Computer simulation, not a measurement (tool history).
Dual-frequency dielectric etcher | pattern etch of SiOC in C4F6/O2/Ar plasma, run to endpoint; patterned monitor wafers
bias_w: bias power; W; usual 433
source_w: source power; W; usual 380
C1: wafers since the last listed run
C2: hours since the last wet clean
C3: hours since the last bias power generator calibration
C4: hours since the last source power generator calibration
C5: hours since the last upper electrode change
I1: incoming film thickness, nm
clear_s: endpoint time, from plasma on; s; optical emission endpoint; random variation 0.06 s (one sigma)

{"run": 1, "hour": 0.0, "bias_w": 433, "source_w": 380, "C1": 0, "C2": 450.3, "C3": 3458.7, "C4": 2429.9, "C5": 3501.1, "I1": 40.96, "clear_s": 15.2}
{"run": 2, "hour": 74.9, "bias_w": 433, "source_w": 320, "C1": 1693, "C2": 525.2, "C3": 3533.6, "C4": 2504.8, "C5": 3576.0, "I1": 40.7, "clear_s": 15.9}
{"run": 3, "hour": 123.8, "bias_w": 433, "source_w": 320, "C1": 1105, "C2": 574.1, "C3": 3582.5, "C4": 2553.7, "C5": 3624.9, "I1": 40.45, "clear_s": 15.9}
{"hour": 160.5, "done": "wet clean of the chamber"}
{"run": 4, "hour": 191.0, "bias_w": 433, "source_w": 320, "C1": 976, "C2": 30.5, "C3": 3649.7, "C4": 2620.9, "C5": 3692.1, "I1": 40.85, "clear_s": 16.3}
{"run": 5, "hour": 250.4, "bias_w": 433, "source_w": 360, "C1": 1342, "C2": 89.9, "C3": 3709.1, "C4": 2680.3, "C5": 3751.5, "I1": 40.5, "clear_s": 15.5}
{"run": 6, "hour": 330.4, "bias_w": 433, "source_w": 430, "C1": 1808, "C2": 169.9, "C3": 3789.1, "C4": 2760.3, "C5": 3831.5, "I1": 40.52, "clear_s": 14.7}
{"run": 7, "hour": 376.8, "bias_w": 433, "source_w": 430, "C1": 1048, "C2": 216.3, "C3": 3835.5, "C4": 2806.7, "C5": 3877.9, "I1": 40.91, "clear_s": 14.9}
{"run": 8, "hour": 426.0, "bias_w": 433, "source_w": 430, "C1": 1112, "C2": 265.5, "C3": 3884.7, "C4": 2855.9, "C5": 3927.1, "I1": 40.84, "clear_s": 14.8}
{"run": 9, "hour": 480.1, "bias_w": 433, "source_w": 340, "C1": 1222, "C2": 319.6, "C3": 3938.8, "C4": 2910.0, "C5": 3981.2, "I1": 40.96, "clear_s": 15.8}
{"run": 10, "hour": 537.5, "bias_w": 433, "source_w": 380, "C1": 1297, "C2": 377.0, "C3": 3996.2, "C4": 2967.4, "C5": 4038.6, "I1": 40.97, "clear_s": 15.3}
{"run": 11, "hour": 578.3, "bias_w": 391, "source_w": 450, "C1": 922, "C2": 417.8, "C3": 4037.0, "C4": 3008.2, "C5": 4079.4, "I1": 40.46, "clear_s": 14.7}
{"run": 12, "hour": 633.8, "bias_w": 433, "source_w": 380, "C1": 1254, "C2": 473.3, "C3": 4092.5, "C4": 3063.7, "C5": 4134.9, "I1": 40.65, "clear_s": 15.2}
{"run": 13, "hour": 711.7, "bias_w": 392, "source_w": 310, "C1": 1760, "C2": 551.2, "C3": 4170.4, "C4": 3141.6, "C5": 4212.8, "I1": 41.2, "clear_s": 16.6}
{"run": 14, "hour": 768.5, "bias_w": 375, "source_w": 290, "C1": 1283, "C2": 608.0, "C3": 4227.2, "C4": 3198.4, "C5": 4269.6, "I1": 40.69, "clear_s": 17.0}
{"hour": 808.0, "done": "wet clean of the chamber"}
{"run": 15, "hour": 817.8, "bias_w": 351, "source_w": 450, "C1": 571, "C2": 9.8, "C3": 4276.5, "C4": 3247.7, "C5": 4318.9, "I1": 40.72, "clear_s": 15.4}
{"run": 16, "hour": 869.2, "bias_w": 433, "source_w": 380, "C1": 1161, "C2": 61.2, "C3": 4327.9, "C4": 3299.1, "C5": 4370.3, "I1": 40.96, "clear_s": 15.5}
{"hour": 930.4, "done": "upper electrode replaced"}
{"run": 17, "hour": 937.9, "bias_w": 344, "source_w": 380, "C1": 1010, "C2": 129.9, "C3": 4396.6, "C4": 3367.8, "C5": 7.5, "I1": 40.86, "clear_s": 16.3}
{"run": 18, "hour": 985.3, "bias_w": 461, "source_w": 380, "C1": 1071, "C2": 177.3, "C3": 4444.0, "C4": 3415.2, "C5": 54.9, "I1": 40.43, "clear_s": 15.1}
{"run": 19, "hour": 1038.9, "bias_w": 483, "source_w": 440, "C1": 1211, "C2": 230.9, "C3": 4497.6, "C4": 3468.8, "C5": 108.5, "I1": 40.66, "clear_s": 14.2}
{"run": 20, "hour": 1124.0, "bias_w": 479, "source_w": 440, "C1": 1923, "C2": 316.0, "C3": 4582.7, "C4": 3553.9, "C5": 193.6, "I1": 40.56, "clear_s": 14.1}
{"run": 21, "hour": 1211.0, "bias_w": 433, "source_w": 380, "C1": 1966, "C2": 403.0, "C3": 4669.7, "C4": 3640.9, "C5": 280.6, "I1": 40.76, "clear_s": 15.2}
{"hour": 1264.1, "done": "source power generator calibrated"}
{"run": 22, "hour": 1315.9, "bias_w": 352, "source_w": 340, "C1": 2280, "C2": 507.9, "C3": 4774.6, "C4": 51.8, "C5": 385.5, "I1": 41.47, "clear_s": 16.9}
{"hour": 1341.6, "done": "wet clean of the chamber"}
{"run": 23, "hour": 1374.8, "bias_w": 372, "source_w": 470, "C1": 788, "C2": 33.2, "C3": 4833.5, "C4": 110.7, "C5": 444.4, "I1": 40.95, "clear_s": 15.2}
{"run": 24, "hour": 1444.3, "bias_w": 366, "source_w": 380, "C1": 1571, "C2": 102.7, "C3": 4903.0, "C4": 180.2, "C5": 513.9, "I1": 40.76, "clear_s": 16.1}
{"hour": 1468.8, "done": "bias power generator calibrated"}
{"run": 25, "hour": 1489.2, "bias_w": 433, "source_w": 380, "C1": 924, "C2": 147.6, "C3": 20.4, "C4": 225.1, "C5": 558.8, "I1": 41.2, "clear_s": 15.8}
{"run": 26, "hour": 1738.7, "bias_w": 433, "source_w": 380, "C1": 5639, "C2": 397.1, "C3": 269.9, "C4": 474.6, "C5": 808.3, "I1": 40.88, "clear_s": 15.4}
{"run": 27, "hour": 1779.6, "bias_w": 433, "source_w": 380, "C1": 924, "C2": 438.0, "C3": 310.8, "C4": 515.5, "C5": 849.2, "I1": 40.76, "clear_s": 15.2}
{"hour": 1883.3, "done": "wet clean of the chamber"}
{"run": 28, "hour": 1883.8, "bias_w": 433, "source_w": 380, "C1": 1812, "C2": 0.5, "C3": 415.0, "C4": 619.7, "C5": 953.4, "I1": 40.8, "clear_s": 15.5}
{"run": 29, "hour": 1918.4, "bias_w": 513, "source_w": 290, "C1": 782, "C2": 35.1, "C3": 449.6, "C4": 654.3, "C5": 988.0, "I1": 40.78, "clear_s": 16.0}
{"run": 30, "hour": 1963.7, "bias_w": 374, "source_w": 450, "C1": 1024, "C2": 80.4, "C3": 494.9, "C4": 699.6, "C5": 1033.3, "I1": 40.97, "clear_s": 15.4}
{"run": 31, "hour": 2005.1, "bias_w": 433, "source_w": 380, "C1": 935, "C2": 121.8, "C3": 536.3, "C4": 741.0, "C5": 1074.7, "I1": 41.68, "clear_s": 15.8}
{"run": 32, "hour": 2059.8, "bias_w": 381, "source_w": 410, "C1": 1236, "C2": 176.5, "C3": 591.0, "C4": 795.7, "C5": 1129.4, "I1": 40.89, "clear_s": 15.6}
{"run": 33, "hour": 2155.0, "bias_w": 503, "source_w": 450, "C1": 2151, "C2": 271.7, "C3": 686.2, "C4": 890.9, "C5": 1224.6, "I1": 40.74, "clear_s": 14.1}
{"run": 34, "hour": 2211.7, "bias_w": 433, "source_w": 380, "C1": 1281, "C2": 328.4, "C3": 742.9, "C4": 947.6, "C5": 1281.3, "I1": 41.19, "clear_s": 15.6}

Hidden state at the last listed run before each entry between runs and at the first one after, where it differs:
Between runs 3 and 4: wet clean of the chamber (hour 160.5)
  etch rate over this chamber's usual, %: 2.25 -> 0.356
  measured less the result without the state, clear_s: -0.3 -> -0.1 s
Between runs 14 and 15: wet clean of the chamber (hour 808.0)
  etch rate over this chamber's usual, %: 2.49 -> 0.301
  measured less the result without the state, clear_s: -0.4 -> +0.0 s
Between runs 16 and 17: upper electrode replaced (hour 930.4)
  etch rate over this chamber's usual, %: 0.491 -> 0.745
  measured less the result without the state, clear_s: -0.1 -> -0.2 s
Between runs 21 and 22: source power generator calibrated (hour 1264.1)
  etch rate over this chamber's usual, %: 1.76 -> 2.14
  measured less the result without the state, clear_s: -0.2 -> -0.3 s
Between runs 22 and 23: wet clean of the chamber (hour 1341.6)
  etch rate over this chamber's usual, %: 2.14 -> 0.0315
  measured less the result without the state, clear_s: -0.3 -> +0.0 s
Between runs 24 and 25: bias power generator calibrated (hour 1468.8)
  etch rate over this chamber's usual, %: 0.289 -> 0.455
  measured less the result without the state, clear_s: -0.1 -> +0.0 s
Between runs 27 and 28: wet clean of the chamber (hour 1883.3)
  etch rate over this chamber's usual, %: 1.53 -> -0.054
  measured less the result without the state, clear_s: -0.3 -> +0.0 s
